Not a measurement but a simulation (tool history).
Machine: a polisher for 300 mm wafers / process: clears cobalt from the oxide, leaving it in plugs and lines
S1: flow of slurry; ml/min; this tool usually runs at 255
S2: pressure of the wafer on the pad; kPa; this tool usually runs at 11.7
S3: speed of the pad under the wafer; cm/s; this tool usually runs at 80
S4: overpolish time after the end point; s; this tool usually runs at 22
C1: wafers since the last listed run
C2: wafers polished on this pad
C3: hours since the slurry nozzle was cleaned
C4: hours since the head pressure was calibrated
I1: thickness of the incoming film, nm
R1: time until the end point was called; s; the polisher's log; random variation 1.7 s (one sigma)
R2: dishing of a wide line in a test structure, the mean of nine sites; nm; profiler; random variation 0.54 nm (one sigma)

run,hour,S1,S2,S3,S4,C1,C2,C3,C4,I1,R1,R2
1,0,255,11.7,80,28,0,5006,834.2,618,294.6,90.3,39.6
# hour 39.9: slurry nozzle cleaned
2,99.2,205,11.7,94,22,1036,6042,59.3,717.2,292.2,70.2,37.3
3,177.7,205,11.7,94,22,828,6871,137.8,795.7,290.9,69.4,38.3
4,272.9,255,11.7,80,22,1004,7875,233,890.9,294,82.8,36.6
5,361.7,255,11.7,80,22,936,8812,321.8,979.7,293.8,82.9,35.5
# hour 399.4: head pressure recalibrated
# hour 408.8: worn pad replaced by a new one
6,440.6,255,11.7,80,22,769,335,400.7,41.2,293.3,89.8,36.2
7,511.5,255,11.7,80,22,748,1083,471.6,112.1,296.4,92.4,35.5
8,615.7,255,11.7,80,22,1099,2183,575.8,216.3,297.4,89.7,35
9,688.4,255,11.7,80,22,767,2950,648.5,289,292.4,90.2,35.2
10,732.4,255,11.7,80,22,464,3414,692.5,333,293.7,91.4,35.7
11,804.8,255,11.7,80,22,763,4178,764.9,405.4,298,90.4,35.1
# hour 817: slurry nozzle cleaned
12,906.7,255,11.7,80,22,1064,5242,89.7,507.3,290.4,83.8,36.5
13,978.8,255,11.7,80,22,760,6003,161.8,579.4,296.4,82,35.7
14,1088,255,11.7,80,10,1152,7155,271,688.6,295,84.1,23.3
15,1155.5,255,13.1,70,22,712,7867,338.5,756.1,297,89,35.8
# hour 1205: worn pad replaced by a new one
16,1228.6,210,9.7,72,22,729,248,411.6,829.2,297.2,116.1,31.6
17,1293,255,11.7,80,22,679,928,476,893.6,293.8,86.1,36.5
18,1364.7,255,11.7,80,22,756,1684,547.7,965.3,298.2,85.3,36.6
# hour 1426.1: head pressure recalibrated
19,1443.2,255,11.7,98,14,807,2491,626.2,17.1,297.8,76,30.9
20,1514.1,255,11.7,80,16,748,3239,697.1,88,299.3,91.6,29.6
21,1602.5,255,11.7,80,33,932,4172,785.5,176.4,294,89.5,40.8
22,1660.9,255,11.7,80,17,616,4788,843.9,234.8,295.8,91.2,30.9
# hour 1705.9: slurry nozzle cleaned
23,1718.6,330,13.1,80,15,598,5386,12.7,292.5,296.1,74,31.5
# hour 1884: worn pad replaced by a new one
24,1906.4,335,11.7,80,16,1939,236,200.5,480.3,298.8,79.6,31.8

Forecast run 25:
25,1988,255,7.6,62,16,860,1097,282.1,561.9,290.8,?,?

R1: 148 s
R2: 21.2 nm
Minus the tool's unlogged condition, the same run would have read R1 158.4 s, R2 20.1 nm.
